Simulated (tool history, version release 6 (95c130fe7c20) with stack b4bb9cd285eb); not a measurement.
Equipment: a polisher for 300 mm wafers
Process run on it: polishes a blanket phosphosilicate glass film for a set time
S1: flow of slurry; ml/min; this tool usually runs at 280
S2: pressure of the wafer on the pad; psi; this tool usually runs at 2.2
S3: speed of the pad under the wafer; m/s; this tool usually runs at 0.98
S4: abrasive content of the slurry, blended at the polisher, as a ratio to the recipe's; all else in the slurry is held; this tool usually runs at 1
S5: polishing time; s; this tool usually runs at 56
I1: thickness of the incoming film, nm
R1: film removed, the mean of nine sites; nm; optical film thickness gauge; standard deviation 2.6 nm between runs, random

{"run": 1, "hour": 0.0, "S1": 200, "S2": 2.9, "S3": 0.98, "S4": 1.25, "S5": 56, "I1": 3467.8, "R1": 379.5}
{"run": 2, "hour": 62.6, "S1": 235, "S2": 2.6, "S3": 0.98, "S4": 1, "S5": 56, "I1": 3345.6, "R1": 302.9}
{"hour": 161.9, "done": "conditioning disc replaced and pad reconditioned"}
{"run": 3, "hour": 196.3, "S1": 280, "S2": 2.2, "S3": 1.22, "S4": 1, "S5": 56, "I1": 3386.8, "R1": 304.5}
{"hour": 200.9, "done": "slurry blender recalibrated"}
{"hour": 220.0, "done": "head pressure recalibrated"}
{"hour": 255.8, "done": "worn pad replaced by a new one, of another model than before"}
{"run": 4, "hour": 272.0, "S1": 215, "S2": 2.2, "S3": 0.98, "S4": 0.85, "S5": 56, "I1": 3392.9, "R1": 231.5}
{"run": 5, "hour": 357.3, "S1": 280, "S2": 2.5, "S3": 0.98, "S4": 1, "S5": 56, "I1": 3393.3, "R1": 294.1}
{"hour": 424.6, "done": "slurry nozzle cleaned"}
{"run": 6, "hour": 436.4, "S1": 280, "S2": 2.2, "S3": 0.98, "S4": 1.3, "S5": 39, "I1": 3430.4, "R1": 220}
{"run": 7, "hour": 522.9, "S1": 280, "S2": 1.9, "S3": 0.98, "S4": 1, "S5": 73, "I1": 3447.7, "R1": 334.3}
{"run": 8, "hour": 615.6, "S1": 280, "S2": 2.2, "S3": 0.78, "S4": 1, "S5": 61, "I1": 3322.8, "R1": 266.2}
{"run": 9, "hour": 744.9, "S1": 200, "S2": 2.2, "S3": 0.78, "S4": 1, "S5": 56, "I1": 3444.4, "R1": 221.2}
{"run": 10, "hour": 846.9, "S1": 280, "S2": 2.2, "S3": 0.98, "S4": 1, "S5": 46, "I1": 3403.1, "R1": 213.5}
{"run": 11, "hour": 917.4, "S1": 190, "S2": 2.2, "S3": 0.82, "S4": 0.85, "S5": 72, "I1": 3444.7, "R1": 252.4}
{"run": 12, "hour": 975.2, "S1": 280, "S2": 2.2, "S3": 0.98, "S4": 0.7, "S5": 61, "I1": 3334.6, "R1": 217.6}
{"hour": 1028.3, "done": "slurry blender recalibrated"}
{"run": 13, "hour": 1052.9, "S1": 280, "S2": 2.2, "S3": 1.2, "S4": 1, "S5": 56, "I1": 3399.2, "R1": 291.8}
{"hour": 1101.4, "done": "conditioning disc replaced and pad reconditioned"}
{"hour": 1105.9, "done": "worn pad replaced by a new one"}
{"hour": 1187.2, "done": "head pressure recalibrated"}
{"hour": 1245.0, "done": "slurry nozzle cleaned"}
{"run": 14, "hour": 1347.7, "S1": 230, "S2": 2.2, "S3": 0.98, "S4": 1.2, "S5": 56, "I1": 3418.1, "R1": 293.8}
{"run": 15, "hour": 1408.4, "S1": 280, "S2": 1.9, "S3": 0.98, "S4": 1, "S5": 56, "I1": 3448.9, "R1": 254.2}
{"run": 16, "hour": 1512.1, "S1": 280, "S2": 2.2, "S3": 0.72, "S4": 0.8, "S5": 73, "I1": 3385.7, "R1": 258.8}
{"run": 17, "hour": 1608.4, "S1": 280, "S2": 2.5, "S3": 0.98, "S4": 1, "S5": 62, "I1": 3420.4, "R1": 315}
{"run": 18, "hour": 1657.5, "S1": 280, "S2": 2.2, "S3": 0.98, "S4": 1.1, "S5": 56, "I1": 3403.3, "R1": 283.8}
{"run": 19, "hour": 1711.5, "S1": 195, "S2": 2.9, "S3": 0.74, "S4": 1, "S5": 40, "I1": 3350.2, "R1": 179.9}
{"run": 20, "hour": 1795.3, "S1": 280, "S2": 2.2, "S3": 0.98, "S4": 1, "S5": 46, "I1": 3383, "R1": 215.6}
{"hour": 1820.3, "done": "slurry blender recalibrated"}
{"run": 21, "hour": 1883.7, "S1": 200, "S2": 1.8, "S3": 0.84, "S4": 1, "S5": 56, "I1": 3405.4, "R1": 199.7}
{"hour": 1943.3, "done": "conditioning disc replaced and pad reconditioned"}
{"hour": 1961.7, "done": "worn pad replaced by a new one"}
{"run": 22, "hour": 1983.2, "S1": 280, "S2": 1.6, "S3": 0.68, "S4": 1, "S5": 56, "I1": 3389.7, "R1": 205.5}
{"run": 23, "hour": 2052.4, "S1": 310, "S2": 2.2, "S3": 0.98, "S4": 1, "S5": 56, "I1": 3426.2, "R1": 282.9}
{"hour": 2102.7, "done": "head pressure recalibrated"}
{"hour": 2123.0, "done": "slurry nozzle cleaned"}
{"run": 24, "hour": 2158.3, "S1": 280, "S2": 2.2, "S3": 0.98, "S4": 1, "S5": 56, "I1": 3409.4, "R1": 268.1}

Here are 5 independent what-if runs from the current tool condition. What would each one return?
{"run": "A", "hour": 2158.7, "S1": 280, "S2": 2.2, "S3": 0.98, "S4": 1, "S5": 56, "I1": 3462.9, "R1": "?"}
{"run": "B", "hour": 2158.7, "S1": 310, "S2": 2.2, "S3": 0.74, "S4": 1.25, "S5": 56, "I1": 3462.9, "R1": "?"}
{"run": "C", "hour": 2158.7, "S1": 280, "S2": 2.2, "S3": 1.06, "S4": 1, "S5": 56, "I1": 3462.9, "R1": "?"}
{"run": "D", "hour": 2158.7, "S1": 225, "S2": 2.2, "S3": 0.86, "S4": 1.3, "S5": 56, "I1": 3462.9, "R1": "?"}
{"run": "E", "hour": 2158.7, "S1": 280, "S2": 2.2, "S3": 0.98, "S4": 1, "S5": 47, "I1": 3462.9, "R1": "?"}

run=A R1=273
run=B R1=277.8
run=C R1=283.2
run=D R1=282.7
run=E R1=229.2
Without the tool's hidden state the same runs would have given:
run=A R1=276.6
run=B R1=281.4
run=C R1=287
run=D R1=286.4
run=E R1=232.2
